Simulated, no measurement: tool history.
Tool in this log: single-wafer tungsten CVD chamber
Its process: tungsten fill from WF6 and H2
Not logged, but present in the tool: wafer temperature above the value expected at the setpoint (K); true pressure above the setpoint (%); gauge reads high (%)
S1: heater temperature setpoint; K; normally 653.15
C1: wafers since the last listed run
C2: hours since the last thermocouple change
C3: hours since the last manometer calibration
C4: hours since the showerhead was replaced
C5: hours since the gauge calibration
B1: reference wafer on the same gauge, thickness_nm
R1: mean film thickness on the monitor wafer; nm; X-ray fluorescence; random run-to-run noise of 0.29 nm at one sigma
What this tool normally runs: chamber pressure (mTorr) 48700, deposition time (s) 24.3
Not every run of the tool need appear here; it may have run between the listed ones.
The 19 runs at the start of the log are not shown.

run 20 hour=485.9 | S1=653.15 chamber_pressure_(mTorr)=39300 deposition_time_(s)=27.4 | C1=469 C2=101.9 C3=177.2 C4=92.6 C5=582.2 | B1=53.199 | R1=56.487
run 21 hour=505.1 | S1=644.15 chamber_pressure_(mTorr)=48700 deposition_time_(s)=24.3 | C1=506 C2=121.1 C3=196.4 C4=111.8 C5=601.4 | B1=53.092 | R1=44.790
run 22 hour=529.5 | S1=653.15 chamber_pressure_(mTorr)=48700 deposition_time_(s)=24.3 | C1=643 C2=145.5 C3=220.8 C4=136.2 C5=625.8 | B1=53.168 | R1=55.031
run 23 hour=562.9 | S1=653.15 chamber_pressure_(mTorr)=44300 deposition_time_(s)=21.3 | C1=881 C2=178.9 C3=254.2 C4=169.6 C5=659.2 | B1=53.268 | R1=46.712
run 24 hour=587.9 | S1=653.15 chamber_pressure_(mTorr)=48700 deposition_time_(s)=19.7 | C1=659 C2=203.9 C3=279.2 C4=194.6 C5=684.2 | B1=53.170 | R1=44.968
run 25 hour=603.1 | S1=653.15 chamber_pressure_(mTorr)=44500 deposition_time_(s)=24.3 | C1=401 C2=219.1 C3=294.4 C4=209.8 C5=699.4 | B1=53.201 | R1=52.540
run 26 hour=632.6 | S1=664.15 chamber_pressure_(mTorr)=52200 deposition_time_(s)=26.8 | C1=778 C2=248.6 C3=323.9 C4=239.3 C5=728.9 | B1=53.142 | R1=81.386
-- hour=644.6 gauge calibrated
run 27 hour=649.5 | S1=653.15 chamber_pressure_(mTorr)=51800 deposition_time_(s)=24.3 | C1=446 C2=265.5 C3=340.8 C4=256.2 C5=4.9 | B1=53.138 | R1=56.669
run 28 hour=683.6 | S1=653.15 chamber_pressure_(mTorr)=48700 deposition_time_(s)=24.3 | C1=899 C2=299.6 C3=374.9 C4=290.3 C5=39.0 | B1=53.272 | R1=55.445
run 29 hour=702.5 | S1=640.15 chamber_pressure_(mTorr)=57800 deposition_time_(s)=28.2 | C1=498 C2=318.5 C3=393.8 C4=309.2 C5=57.9 | B1=53.152 | R1=50.755
run 30 hour=737.1 | S1=653.15 chamber_pressure_(mTorr)=48700 deposition_time_(s)=24.3 | C1=913 C2=353.1 C3=428.4 C4=343.8 C5=92.5 | B1=53.125 | R1=55.438
run 31 hour=771.3 | S1=653.15 chamber_pressure_(mTorr)=39300 deposition_time_(s)=20.3 | C1=902 C2=387.3 C3=462.6 C4=378.0 C5=126.7 | B1=53.189 | R1=41.722
run 32 hour=800.7 | S1=653.15 chamber_pressure_(mTorr)=48700 deposition_time_(s)=24.3 | C1=775 C2=416.7 C3=492.0 C4=407.4 C5=156.1 | B1=53.198 | R1=55.491
run 33 hour=827.6 | S1=663.15 chamber_pressure_(mTorr)=57400 deposition_time_(s)=24.3 | C1=709 C2=443.6 C3=518.9 C4=434.3 C5=183.0 | B1=53.257 | R1=73.944

Run 34 has not been measured yet. What should we expect?
run 34 hour=844.5 | S1=658.15 chamber_pressure_(mTorr)=53000 deposition_time_(s)=29.0 | C1=446 C2=460.5 C3=535.8 C4=451.2 C5=199.9 | B1=? | R1=?

Run 34 gave B1 53.174, R1 76.613 nm.
On a tool with no hidden condition, and with the same random variation, this run would have come out at R1 76.613 nm.
